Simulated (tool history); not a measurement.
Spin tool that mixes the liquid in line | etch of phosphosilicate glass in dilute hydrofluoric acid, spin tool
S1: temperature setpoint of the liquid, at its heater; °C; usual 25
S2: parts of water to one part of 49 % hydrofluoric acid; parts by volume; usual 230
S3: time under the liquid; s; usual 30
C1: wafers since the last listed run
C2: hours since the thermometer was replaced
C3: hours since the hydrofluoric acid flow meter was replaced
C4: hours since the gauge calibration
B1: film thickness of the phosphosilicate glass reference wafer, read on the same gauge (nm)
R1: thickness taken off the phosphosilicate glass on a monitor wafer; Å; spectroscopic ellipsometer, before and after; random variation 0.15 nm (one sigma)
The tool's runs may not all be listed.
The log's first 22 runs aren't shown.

run,hour,S1,S2,S3,C1,C2,C3,C4,B1,R1
# hour 274.1: gauge calibrated
23,281,25,230,50,244,103.1,149.4,6.9,69.96,385
24,289.7,29.5,285,25,128,111.8,158.1,15.6,70.02,169.4
25,295.7,25,150,50,88,117.8,164.1,21.6,70,644.4
26,303.3,25,230,30,112,125.4,171.7,29.2,69.98,231.6
27,309.8,26.5,345,30,96,131.9,178.2,35.7,70.01,143.8
28,323.1,27,325,30,196,145.2,191.5,49,69.97,159.4
29,337.6,23.5,260,30,214,159.7,206,63.5,70.06,188.3
30,351.7,25,340,30,208,173.8,220.1,77.6,69.96,140.7
31,367.4,28.5,300,20,232,189.5,235.8,93.3,70.02,123.5
32,380.8,25,150,30,198,202.9,249.2,106.7,69.99,393.5
33,388.2,25,230,30,109,210.3,256.6,114.1,70,233.5
34,401.1,25,145,30,190,223.2,269.5,127,70.04,408.6

Forecast each of these 3 alternatives for the next run:
A,401.5,25,230,15,5,223.6,269.9,127.4,?,?
B,401.5,27,170,30,5,223.6,269.9,127.4,?,?
C,401.5,29.5,230,25,5,223.6,269.9,127.4,?,?

run,B1,R1
A,69.98,116.6
B,69.98,362.9
C,69.98,227.1
Without the tool's hidden state the same runs would have given:
run,R1
A,114.3
B,355.6
C,222.8
